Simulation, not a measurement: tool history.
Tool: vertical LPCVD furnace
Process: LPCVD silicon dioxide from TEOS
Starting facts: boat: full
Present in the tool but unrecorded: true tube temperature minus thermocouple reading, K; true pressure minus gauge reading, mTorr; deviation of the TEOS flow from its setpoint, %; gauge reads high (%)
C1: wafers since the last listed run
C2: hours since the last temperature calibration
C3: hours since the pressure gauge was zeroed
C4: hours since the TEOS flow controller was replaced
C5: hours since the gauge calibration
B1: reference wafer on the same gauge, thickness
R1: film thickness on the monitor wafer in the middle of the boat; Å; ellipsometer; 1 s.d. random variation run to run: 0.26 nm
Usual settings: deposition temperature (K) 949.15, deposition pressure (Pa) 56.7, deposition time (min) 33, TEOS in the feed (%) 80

run 1 hour=0 | deposition_temperature_(K)=949.15 deposition_pressure_(Pa)=56.7 deposition_time_(min)=33 TEOS_in_the_feed_(%)=88 | C1=0 C2=3791.1 C3=2608 C4=5615.5 C5=177.8 | B1=164.09 | R1=1816
-- hour=7.9 gauge calibrated
run 2 hour=22.6 | deposition_temperature_(K)=949.15 deposition_pressure_(Pa)=56.7 deposition_time_(min)=33 TEOS_in_the_feed_(%)=88 | C1=553 C2=3813.7 C3=2630.6 C4=5638.1 C5=14.7 | B1=164.03 | R1=1816.3
run 3 hour=41.4 | deposition_temperature_(K)=949.15 deposition_pressure_(Pa)=56.7 deposition_time_(min)=33 TEOS_in_the_feed_(%)=80 | C1=460 C2=3832.5 C3=2649.4 C4=5656.9 C5=33.5 | B1=164 | R1=1734.3
run 4 hour=75.3 | deposition_temperature_(K)=949.15 deposition_pressure_(Pa)=56.7 deposition_time_(min)=33 TEOS_in_the_feed_(%)=80 | C1=830 C2=3866.4 C3=2683.3 C4=5690.8 C5=67.4 | B1=164.05 | R1=1730.6
run 5 hour=130.9 | deposition_temperature_(K)=940.15 deposition_pressure_(Pa)=56.7 deposition_time_(min)=33 TEOS_in_the_feed_(%)=80 | C1=1361 C2=3922 C3=2738.9 C4=5746.4 C5=123 | B1=164 | R1=1392.4
run 6 hour=145.4 | deposition_temperature_(K)=940.15 deposition_pressure_(Pa)=56.7 deposition_time_(min)=33 TEOS_in_the_feed_(%)=80 | C1=355 C2=3936.5 C3=2753.4 C4=5760.9 C5=137.5 | B1=163.92 | R1=1390.8
run 7 hour=166.7 | deposition_temperature_(K)=949.15 deposition_pressure_(Pa)=56.7 deposition_time_(min)=33 TEOS_in_the_feed_(%)=68 | C1=521 C2=3957.8 C3=2774.7 C4=5782.2 C5=158.8 | B1=163.91 | R1=1601.8
run 8 hour=189.8 | deposition_temperature_(K)=949.15 deposition_pressure_(Pa)=56.7 deposition_time_(min)=33 TEOS_in_the_feed_(%)=68 | C1=565 C2=3980.9 C3=2797.8 C4=5805.3 C5=181.9 | B1=163.97 | R1=1604
-- hour=214.1 pressure gauge zeroed
run 9 hour=218.6 | deposition_temperature_(K)=949.15 deposition_pressure_(Pa)=56.7 deposition_time_(min)=33 TEOS_in_the_feed_(%)=80 | C1=117 C2=4009.7 C3=4.5 C4=5834.1 C5=210.7 | B1=164.08 | R1=1738
-- hour=239.7 gauge calibrated
run 10 hour=241.9 | deposition_temperature_(K)=938.15 deposition_pressure_(Pa)=48.7 deposition_time_(min)=45 TEOS_in_the_feed_(%)=94 | C1=570 C2=4033 C3=27.8 C4=5857.4 C5=2.2 | B1=163.97 | R1=1821.7
run 11 hour=258.6 | deposition_temperature_(K)=957.15 deposition_pressure_(Pa)=56.7 deposition_time_(min)=33 TEOS_in_the_feed_(%)=80 | C1=408 C2=4049.7 C3=44.5 C4=5874.1 C5=18.9 | B1=163.92 | R1=2110.5
run 12 hour=276.9 | deposition_temperature_(K)=958.15 deposition_pressure_(Pa)=43.3 deposition_time_(min)=24 TEOS_in_the_feed_(%)=80 | C1=448 C2=4068 C3=62.8 C4=5892.4 C5=37.2 | B1=164.01 | R1=1372.1
-- hour=310.6 thermocouples replaced and temperature profile calibrated
-- hour=325.4 TEOS flow controller replaced
run 13 hour=325.9 | deposition_temperature_(K)=956.15 deposition_pressure_(Pa)=63.3 deposition_time_(min)=33 TEOS_in_the_feed_(%)=96 | C1=249 C2=15.3 C3=111.8 C4=0.5 C5=86.2 | B1=164.06 | R1=2189.4
run 14 hour=329.3 | deposition_temperature_(K)=949.15 deposition_pressure_(Pa)=64 deposition_time_(min)=33 TEOS_in_the_feed_(%)=90 | C1=83 C2=18.7 C3=115.2 C4=3.9 C5=89.6 | B1=163.97 | R1=1801.4
run 15 hour=355.1 | deposition_temperature_(K)=949.15 deposition_pressure_(Pa)=56.7 deposition_time_(min)=33 TEOS_in_the_feed_(%)=95 | C1=631 C2=44.5 C3=141 C4=29.7 C5=115.4 | B1=164 | R1=1737.9
run 16 hour=390 | deposition_temperature_(K)=956.15 deposition_pressure_(Pa)=69.3 deposition_time_(min)=43 TEOS_in_the_feed_(%)=84 | C1=854 C2=79.4 C3=175.9 C4=64.6 C5=150.3 | B1=164.06 | R1=2795.5
run 17 hour=409.9 | deposition_temperature_(K)=940.15 deposition_pressure_(Pa)=66.7 deposition_time_(min)=33 TEOS_in_the_feed_(%)=91 | C1=487 C2=99.3 C3=195.8 C4=84.5 C5=170.2 | B1=164 | R1=1481.5

How the hidden state differs across the entries between the runs, from the last listed run before each to the first after it:
From run 1 to run 2: gauge calibrated (hour 7.9)
  true tube temperature minus thermocouple reading, K: 3.59 -> 3.61
  measured less the result without the state, R1: +152.2 -> +152.9 Å
From run 8 to run 9: pressure gauge zeroed (hour 214.1)
  true tube temperature minus thermocouple reading, K: 3.75 -> 3.77
  measured less the result without the state, R1: +140 -> +152.7 Å
From run 9 to run 10: gauge calibrated (hour 239.7)
  true tube temperature minus thermocouple reading, K: 3.77 -> 3.79
  measured less the result without the state, R1: +152.7 -> +164.5 Å
From run 12 to run 13: thermocouples replaced and temperature profile calibrated (hour 310.6); TEOS flow controller replaced (hour 325.4)
  true tube temperature minus thermocouple reading, K: 3.82 -> 0.307
  measured less the result without the state, R1: +119.8 -> +16.1 Å
